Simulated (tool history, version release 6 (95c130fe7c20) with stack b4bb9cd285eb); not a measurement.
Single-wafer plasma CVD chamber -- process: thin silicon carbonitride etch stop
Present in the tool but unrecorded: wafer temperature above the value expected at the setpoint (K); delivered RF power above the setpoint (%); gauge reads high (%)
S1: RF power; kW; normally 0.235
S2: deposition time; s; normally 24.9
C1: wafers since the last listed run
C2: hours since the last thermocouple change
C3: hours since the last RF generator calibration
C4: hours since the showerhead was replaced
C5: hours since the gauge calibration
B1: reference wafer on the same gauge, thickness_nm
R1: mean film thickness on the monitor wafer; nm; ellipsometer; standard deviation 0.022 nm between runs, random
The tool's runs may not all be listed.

run	day	S1	S2	C1	C2	C3	C4	C5	B1	R1
1	0.000	0.235	24.9	0	2518.4	1334.0	7062.5	272.3	15.904	14.405
2	0.350	0.210	24.9	102	2526.8	1342.4	7070.9	280.7	15.901	13.823
3	1.071	0.220	23.3	211	2544.1	1359.7	7088.2	298.0	15.904	13.152
4	1.417	0.250	24.9	101	2552.4	1368.0	7096.5	306.3	15.896	14.698
# day 1.867: gauge calibrated
5	1.892	0.250	24.9	139	2563.8	1379.4	7107.9	0.6	15.901	14.687
6	2.142	0.250	28.2	73	2569.8	1385.4	7113.9	6.6	15.903	16.656
7	2.433	0.235	24.9	85	2576.8	1392.4	7120.9	13.6	15.898	14.402
8	2.708	0.235	24.9	80	2583.4	1399.0	7127.5	20.2	15.902	14.394
9	3.421	0.235	24.9	209	2600.5	1416.1	7144.6	37.3	15.900	14.381
10	4.117	0.235	24.9	204	2617.2	1432.8	7161.3	54.0	15.895	14.397
11	4.479	0.235	24.9	106	2625.9	1441.5	7170.0	62.7	15.897	14.387
12	5.217	0.235	24.9	216	2643.6	1459.2	7187.7	80.4	15.898	14.388
13	5.558	0.235	24.9	100	2651.8	1467.4	7195.9	88.6	15.901	14.397
14	6.125	0.235	24.9	166	2665.4	1481.0	7209.5	102.2	15.897	14.363
15	6.833	0.235	24.9	208	2682.4	1498.0	7226.5	119.2	15.898	14.374
16	7.512	0.235	24.9	199	2698.7	1514.3	7242.8	135.5	15.899	14.382
# day 8.033: thermocouple changed; heater temperature recalibrated
17	8.054	0.235	24.9	61	0.5	1527.3	7255.8	148.5	15.900	14.396
# day 8.608: showerhead replaced
18	8.629	0.245	28.2	71	14.3	1541.1	0.5	162.3	15.902	16.496
19	8.642	0.205	24.9	3	14.6	1541.4	0.8	162.6	15.899	13.698
20	9.104	0.245	28.2	135	25.7	1552.5	11.9	173.7	15.900	16.522
21	9.612	0.260	21.7	149	37.9	1564.7	24.1	185.9	15.896	12.991
22	10.350	0.235	24.9	216	55.6	1582.4	41.8	203.6	15.895	14.344
23	11.042	0.260	20.2	203	72.2	1599.0	58.4	220.2	15.894	12.077
24	11.742	0.210	28.9	205	89.0	1615.8	75.2	237.0	15.905	16.032
25	12.208	0.235	24.9	137	100.2	1627.0	86.4	248.2	15.900	14.366
26	12.862	0.225	20.8	192	115.9	1642.7	102.1	263.9	15.898	11.826
# day 13.204: RF generator calibrated
# day 13.358: gauge calibrated
27	13.475	0.270	26.3	82	130.6	6.5	116.8	2.8	15.901	16.372
28	14.079	0.235	29.6	177	145.1	21.0	131.3	17.3	15.898	17.576

For run 29, what comes out?
29	14.692	0.235	24.9	180	159.8	35.7	146.0	32.0	?	?

Run 29 yielded B1 15.902, R1 14.782 nm.
On a tool with no hidden condition, and with the same random variation, this run would have come out at R1 14.852 nm.
